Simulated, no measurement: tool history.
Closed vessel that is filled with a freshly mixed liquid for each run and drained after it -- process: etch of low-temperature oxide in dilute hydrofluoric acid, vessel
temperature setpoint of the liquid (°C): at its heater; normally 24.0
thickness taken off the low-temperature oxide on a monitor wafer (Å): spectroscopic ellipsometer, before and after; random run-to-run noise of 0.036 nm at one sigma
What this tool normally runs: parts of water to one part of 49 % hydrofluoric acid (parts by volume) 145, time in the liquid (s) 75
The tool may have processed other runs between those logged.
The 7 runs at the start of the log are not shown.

run     day  temperature setpoint of the liquid (°C)  parts of water to one part of 49 % hydrofluoric acid (parts by volume)  time in the liquid (s)  read-back film thickness of the low-temperature oxide reference wafer, read on the same gauge (nm)  thickness taken off the low-temperature oxide on a monitor wafer (Å)
  8   4.092                                     24.0                                                                     145                      75                                                                                               80.00                                                                 114.9
  9   4.400                                     24.0                                                                     120                      45                                                                                               80.01                                                                  86.6
 10   5.704                                     24.0                                                                     160                      85                                                                                               80.01                                                                 116.3
 11   6.112                                     24.0                                                                     170                      95                                                                                               79.99                                                                 121.5
      6.133  -- gauge calibrated
 12   6.521                                     27.0                                                                     145                      95                                                                                               79.99                                                                 162.7
 13   7.100                                     24.0                                                                     145                     115                                                                                               80.01                                                                 176.5
 14   7.446                                     24.0                                                                     145                      75                                                                                               80.01                                                                 115.6
 15   8.162                                     24.0                                                                     145                      75                                                                                               79.99                                                                 115.6
 16   8.479                                     21.5                                                                     195                      40                                                                                               79.99                                                                  39.3
 17   8.750                                     24.0                                                                     145                     100                                                                                               80.01                                                                 154.8
 18   9.292                                     26.0                                                                      75                     115                                                                                               80.00                                                                 405.4
 19   9.833                                     24.0                                                                     185                      35                                                                                               80.00                                                                  40.3
 20  10.408                                     24.0                                                                     145                      75                                                                                               80.03                                                                 115.7
 21  11.042                                     24.0                                                                     145                      75                                                                                               80.00                                                                 115.7
 22  11.488                                     26.5                                                                     200                      60                                                                                               79.99                                                                  69.3
 23  12.096                                     25.5                                                                     145                      95                                                                                               80.00                                                                 155.4
 24  12.688                                     24.0                                                                     190                      75                                                                                               80.00                                                                  83.9
 25  13.183                                     25.5                                                                     175                      85                                                                                               79.98                                                                 111.0
 26  13.788                                     28.5                                                                     195                      60                                                                                               79.99                                                                  76.4
 27  14.312                                     19.5                                                                     145                      75                                                                                               79.99                                                                  97.4
 28  14.858                                     24.0                                                                     145                      75                                                                                               80.03                                                                 115.6
 29  15.546                                     27.5                                                                     125                     105                                                                                               80.02                                                                 221.6

For run 30, what comes out?
 30  15.988                                     24.0                                                                     145                      50                                                                                                   ?                                                                     ?

{"run 30": {"read-back film thickness of the low-temperature oxide reference wafer, read on the same gauge (nm)": 79.99, "thickness taken off the low-temperature oxide on a monitor wafer (Å)": 77.7}}
If the tool had no hidden condition, the same run with the same run-to-run variation would have returned thickness taken off the low-temperature oxide on a monitor wafer (Å) 76.0.
